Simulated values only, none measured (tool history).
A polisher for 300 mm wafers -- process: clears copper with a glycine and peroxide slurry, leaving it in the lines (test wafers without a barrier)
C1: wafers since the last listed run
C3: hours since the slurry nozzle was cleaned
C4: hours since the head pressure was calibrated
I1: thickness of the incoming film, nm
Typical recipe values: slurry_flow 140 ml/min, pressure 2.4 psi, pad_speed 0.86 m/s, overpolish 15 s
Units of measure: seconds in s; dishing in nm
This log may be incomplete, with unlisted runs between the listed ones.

Run 1, hour 0: usual settings; C1 0; wafers polished on this pad 1031; C3 366.8; C4 868.5; I1 356.6. Result: seconds 94.6 s, dishing 41.2 nm.
At hour 16.5: worn pad replaced by a new one.
Run 2, hour 27: usual settings; C1 285; wafers polished on this pad 130; C3 393.8; C4 895.5; I1 359.5. Result: seconds 87.3 s, dishing 44.3 nm.
Run 3, hour 48.3: usual settings but overpolish 8 s; C1 264; wafers polished on this pad 394; C3 415.1; C4 916.8; I1 361.1. Result: seconds 87.5 s, dishing 24.6 nm.
Run 4, hour 61.9: usual settings but overpolish 8 s; C1 168; wafers polished on this pad 563; C3 428.7; C4 930.4; I1 356.7. Result: seconds 92 s, dishing 23.7 nm.
Run 5, hour 88.4: usual settings; C1 329; wafers polished on this pad 892; C3 455.2; C4 956.9; I1 359.5. Result: seconds 95.7 s, dishing 41.9 nm.
At hour 102.5: worn pad replaced by a new one.
Run 6, hour 115.2: usual settings; C1 283; wafers polished on this pad 157; C3 482; C4 983.7; I1 351.8. Result: seconds 84 s, dishing 43.9 nm.
Run 7, hour 135.4: usual settings; C1 250; wafers polished on this pad 408; C3 502.2; C4 1003.9; I1 355.4. Result: seconds 89.6 s, dishing 43.4 nm.
Run 8, hour 153.5: usual settings but pressure 2.9 psi, overpolish 18 s; C1 224; wafers polished on this pad 633; C3 520.3; C4 1022; I1 354.9. Result: seconds 82.3 s, dishing 54 nm.
At hour 165.5: head pressure recalibrated.
Run 9, hour 185.2: usual settings but pressure 2.9 psi, overpolish 18 s; C1 368; wafers polished on this pad 1002; C3 552; C4 19.7; I1 352.8. Result: seconds 83.9 s, dishing 54.4 nm.
At hour 193.5: worn pad replaced by a new one, of another model than before.
Run 10, hour 200.3: usual settings but pressure 2.9 psi, overpolish 18 s; C1 137; wafers polished on this pad 84; C3 567.1; C4 34.8; I1 357.1. Result: seconds 72.3 s, dishing 62.7 nm.
At hour 230.5: slurry nozzle cleaned.
Run 11, hour 231: usual settings; C1 368; wafers polished on this pad 453; C3 0.5; C4 65.5; I1 354.5. Result: seconds 91 s, dishing 40.4 nm.
Run 12, hour 261.6: usual settings but slurry_flow 100 ml/min, overpolish 18 s; C1 379; wafers polished on this pad 833; C3 31.1; C4 96.1; I1 353.4. Result: seconds 113.9 s, dishing 40.4 nm.
Run 13, hour 274.9: usual settings but pressure 1.7 psi, pad_speed 1 m/s, overpolish 9 s; C1 165; wafers polished on this pad 998; C3 44.4; C4 109.4; I1 357.7. Result: seconds 125.2 s, dishing 19.8 nm.
At hour 288.3: worn pad replaced by a new one.
Run 14, hour 299.8: usual settings but pressure 2.9 psi, pad_speed 0.58 m/s; C1 259; wafers polished on this pad 142; C3 69.3; C4 134.3; I1 356.6. Result: seconds 89.8 s, dishing 45 nm.
Run 15, hour 322.5: usual settings; C1 281; wafers polished on this pad 424; C3 92; C4 157; I1 357.4. Result: seconds 89.6 s, dishing 42.1 nm.
Run 16, hour 335.6: usual settings but slurry_flow 165 ml/min, pressure 2.1 psi, overpolish 7 s; C1 162; wafers polished on this pad 587; C3 105.1; C4 170.1; I1 357.5. Result: seconds 97.5 s, dishing 19.9 nm.
Run 17, hour 363.9: usual settings but pressure 2.9 psi, overpolish 18 s; C1 351; wafers polished on this pad 938; C3 133.4; C4 198.4; I1 361.7. Result: seconds 78.2 s, dishing 56.6 nm.
Run 18, hour 382.4: usual settings but slurry_flow 160 ml/min, pressure 3 psi; C1 229; wafers polished on this pad 1168; C3 151.9; C4 216.9; I1 354.3. Result: seconds 71.2 s, dishing 52.3 nm.
At hour 392.5: worn pad replaced by a new one.
Run 19, hour 417.3: usual settings but slurry_flow 165 ml/min, pressure 1.7 psi, pad_speed 1.02 m/s; C1 383; wafers polished on this pad 308; C3 186.8; C4 251.8; I1 352.1. Result: seconds 109.7 s, dishing 35.4 nm.
Run 20, hour 431.1: usual settings but slurry_flow 125 ml/min, pressure 2 psi, pad_speed 0.64 m/s; C1 171; wafers polished on this pad 479; C3 200.6; C4 265.6; I1 358.7. Result: seconds 131.5 s, dishing 30.3 nm.
Run 21, hour 445.7: usual settings but pressure 2.6 psi, pad_speed 1.08 m/s, overpolish 12 s; C1 181; wafers polished on this pad 660; C3 215.2; C4 280.2; I1 354.2. Result: seconds 78.1 s, dishing 41.5 nm.
Run 22, hour 472.8: usual settings; C1 336; wafers polished on this pad 997; C3 242.3; C4 307.3; I1 359. Result: seconds 95.1 s, dishing 40.9 nm.
At hour 487.9: worn pad replaced by a new one.
Run 23, hour 502.2: usual settings but pressure 2.9 psi, pad_speed 0.58 m/s; C1 315; wafers polished on this pad 177; C3 271.7; C4 336.7; I1 362.4. Result: seconds 87.9 s, dishing 43.1 nm.

The same runs without the tool's hidden state, with the same run-to-run variation:
What the log doesn't record here: removal rate lost through wear of the pad, %; slurry flow missing at the pad, %; deviation of the head's pressure from its setpoint, %.
run  seconds  dishing
  1     83.5       46
  2     83.4     46.1
  3     79.9     26.7
  4     82.4     26.3
  5     84.1       47
  6     80.1     45.8
  7       82     46.9
  8     73.7     59.3
  9     73.6     60.7
 10     68.4     65.6
 11     80.5     44.9
 12       98     46.1
 13      107     22.9
 14     86.3     46.7
 15     82.1     45.4
 16     87.9     21.9
 17     69.2     62.7
 18     62.6     58.4
 19    100.2     38.3
 20    117.4     33.6
 21     68.6     46.4
 22     82.2     46.5
 23     83.6       45

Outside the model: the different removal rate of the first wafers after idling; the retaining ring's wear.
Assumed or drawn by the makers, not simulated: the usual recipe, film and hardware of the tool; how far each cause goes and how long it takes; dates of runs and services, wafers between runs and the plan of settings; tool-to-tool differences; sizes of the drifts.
